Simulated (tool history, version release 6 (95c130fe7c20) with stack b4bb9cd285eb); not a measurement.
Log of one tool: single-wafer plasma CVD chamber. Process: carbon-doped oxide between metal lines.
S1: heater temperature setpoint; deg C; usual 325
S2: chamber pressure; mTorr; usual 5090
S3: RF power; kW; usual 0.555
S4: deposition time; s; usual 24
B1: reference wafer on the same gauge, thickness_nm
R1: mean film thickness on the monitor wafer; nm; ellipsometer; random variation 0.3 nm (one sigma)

run 1 day=0 | S1=325 S2=5090 S3=0.505 S4=26.3 | B1=120.822 | R1=146.572
run 2 day=3.758 | S1=325 S2=5090 S3=0.555 S4=24 | B1=120.917 | R1=142.926
run 3 day=7.292 | S1=325 S2=5090 S3=0.555 S4=24 | B1=120.75 | R1=143.068
run 4 day=10.738 | S1=325 S2=5090 S3=0.555 S4=24 | B1=120.582 | R1=142.52
-- day=12.642 gauge calibrated
-- day=12.879 capacitance manometer re-zeroed and calibrated
run 5 day=15.217 | S1=325 S2=5090 S3=0.555 S4=24 | B1=122.971 | R1=145.696
run 6 day=18.325 | S1=325 S2=5090 S3=0.555 S4=24 | B1=123.134 | R1=145.547
run 7 day=20.971 | S1=334 S2=4390 S3=0.45 S4=24 | B1=123.145 | R1=118.512
run 8 day=23.738 | S1=333 S2=5090 S3=0.505 S4=21 | B1=123.09 | R1=116.567
run 9 day=26.212 | S1=325 S2=5090 S3=0.555 S4=19.3 | B1=123.063 | R1=117.456
-- day=29.996 thermocouple changed; heater temperature recalibrated
run 10 day=30.017 | S1=313 S2=5090 S3=0.555 S4=24 | B1=122.937 | R1=151.668
-- day=33.954 RF generator calibrated
run 11 day=33.975 | S1=325 S2=5090 S3=0.555 S4=24 | B1=122.953 | R1=145.885
run 12 day=36.771 | S1=325 S2=5090 S3=0.555 S4=24 | B1=123.033 | R1=146.088
run 13 day=40.492 | S1=325 S2=5090 S3=0.555 S4=24 | B1=123.003 | R1=145.942
run 14 day=44.296 | S1=325 S2=5090 S3=0.555 S4=24 | B1=122.895 | R1=145.356
run 15 day=47.038 | S1=325 S2=5090 S3=0.555 S4=24 | B1=122.952 | R1=145.733
-- day=49.142 showerhead replaced
run 16 day=58.529 | S1=325 S2=5980 S3=0.555 S4=24 | B1=122.934 | R1=148.763
run 17 day=61.367 | S1=334 S2=4390 S3=0.45 S4=24 | B1=122.717 | R1=118.302
run 18 day=63.008 | S1=336 S2=5090 S3=0.475 S4=24 | B1=122.673 | R1=126.26
run 19 day=66.3 | S1=325 S2=5090 S3=0.555 S4=24 | B1=122.822 | R1=145.209
-- day=66.954 capacitance manometer re-zeroed and calibrated
run 20 day=69.146 | S1=325 S2=4000 S3=0.6 S4=24 | B1=122.626 | R1=147.558
run 21 day=72.208 | S1=325 S2=5090 S3=0.485 S4=25.8 | B1=122.653 | R1=141.781
run 22 day=76.046 | S1=335 S2=5090 S3=0.465 S4=24 | B1=122.56 | R1=124.09
-- day=78.204 RF generator calibrated
run 23 day=89.321 | S1=317 S2=6270 S3=0.49 S4=21.1 | B1=122.412 | R1=123.603
run 24 day=93.371 | S1=325 S2=6210 S3=0.555 S4=27.6 | B1=122.357 | R1=171.112
-- day=94.354 thermocouple changed; heater temperature recalibrated
run 25 day=95.225 | S1=319 S2=5090 S3=0.475 S4=24 | B1=122.248 | R1=132.293
run 26 day=98.758 | S1=325 S2=5090 S3=0.555 S4=24 | B1=122.203 | R1=144.42
run 27 day=101.354 | S1=325 S2=5090 S3=0.555 S4=25.3 | B1=122.084 | R1=151.999

Forecast each of these 5 alternatives for the next run:
run A day=101.371 | S1=325 S2=5090 S3=0.555 S4=27.9 | B1=? | R1=?
run B day=101.371 | S1=311 S2=5090 S3=0.595 S4=26.5 | B1=? | R1=?
run C day=101.371 | S1=315 S2=5090 S3=0.555 S4=24 | B1=? | R1=?
run D day=101.371 | S1=321 S2=6000 S3=0.475 S4=24 | B1=? | R1=?
run E day=101.371 | S1=337 S2=5090 S3=0.59 S4=24 | B1=? | R1=?

run=A B1=122.199 R1=167.375
run=B B1=122.199 R1=175.011
run=C B1=122.199 R1=149.33
run=D B1=122.199 R1=134.262
run=E B1=122.199 R1=144.923
Without the tool's hidden state the same runs would have given:
run=A R1=168.55
run=B R1=176.24
run=C R1=150.379
run=D R1=135.205
run=E R1=145.941
